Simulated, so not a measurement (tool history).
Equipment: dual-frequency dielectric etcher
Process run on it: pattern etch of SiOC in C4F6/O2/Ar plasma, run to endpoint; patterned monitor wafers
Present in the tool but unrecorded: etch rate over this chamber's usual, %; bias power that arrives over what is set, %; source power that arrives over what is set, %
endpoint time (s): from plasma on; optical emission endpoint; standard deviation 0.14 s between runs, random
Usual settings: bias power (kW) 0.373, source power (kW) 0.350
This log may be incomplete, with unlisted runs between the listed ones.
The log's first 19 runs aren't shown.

run,hour,bias power (kW),source power (kW),wafers since the last listed run,hours since the last wet clean,hours since the last bias power generator calibration,hours since the last source power generator calibration,hours since the last upper electrode change,"incoming incoming film thickness, nm",endpoint time (s)
20,243.9,0.411,0.270,221,396.4,85.4,2675.1,3804.8,50.8,18.9
21,253.4,0.373,0.270,206,405.9,94.9,2684.6,3814.3,50.9,19.7
22,265.2,0.373,0.350,256,417.7,106.7,2696.4,3826.1,51.0,18.1
23,276.1,0.291,0.420,236,428.6,117.6,2707.3,3837.0,50.7,18.0
# hour 309.3: upper electrode replaced
24,309.8,0.424,0.350,210,462.3,151.3,2741.0,0.5,50.8,17.2
25,321.9,0.373,0.350,262,474.4,163.4,2753.1,12.6,50.7,17.9
# hour 332.9: source power generator calibrated
# hour 351.3: wet clean of the chamber
26,351.8,0.445,0.350,162,0.5,193.3,18.9,42.5,51.0,17.9
27,352.1,0.286,0.350,6,0.8,193.6,19.2,42.8,51.0,20.2
28,352.4,0.373,0.350,6,1.1,193.9,19.5,43.1,50.9,18.9
29,355.2,0.407,0.350,60,3.9,196.7,22.3,45.9,50.9,18.5
30,364.3,0.373,0.290,197,13.0,205.8,31.4,55.0,50.8,19.9
31,376.3,0.373,0.350,260,25.0,217.8,43.4,67.0,50.8,18.5
32,422.0,0.373,0.350,991,70.7,263.5,89.1,112.7,50.9,19.0
33,437.2,0.373,0.320,329,85.9,278.7,104.3,127.9,50.9,19.4
34,446.5,0.298,0.350,201,95.2,288.0,113.6,137.2,50.9,19.4

Here are 5 independent what-if runs from the current tool condition. What would each one return?
A,446.9,0.373,0.350,8,95.6,288.4,114.0,137.6,50.6,?
B,446.9,0.327,0.350,8,95.6,288.4,114.0,137.6,50.6,?
C,446.9,0.318,0.430,8,95.6,288.4,114.0,137.6,50.6,?
D,446.9,0.450,0.280,8,95.6,288.4,114.0,137.6,50.6,?
E,446.9,0.430,0.280,8,95.6,288.4,114.0,137.6,50.6,?

run,endpoint time (s)
A,18.4
B,19.1
C,17.9
D,18.8
E,19.1
Stripped of hidden state, with their random variation kept, the same runs would have yielded:
run,endpoint time (s)
A,18.6
B,19.3
C,18.1
D,19.0
E,19.2

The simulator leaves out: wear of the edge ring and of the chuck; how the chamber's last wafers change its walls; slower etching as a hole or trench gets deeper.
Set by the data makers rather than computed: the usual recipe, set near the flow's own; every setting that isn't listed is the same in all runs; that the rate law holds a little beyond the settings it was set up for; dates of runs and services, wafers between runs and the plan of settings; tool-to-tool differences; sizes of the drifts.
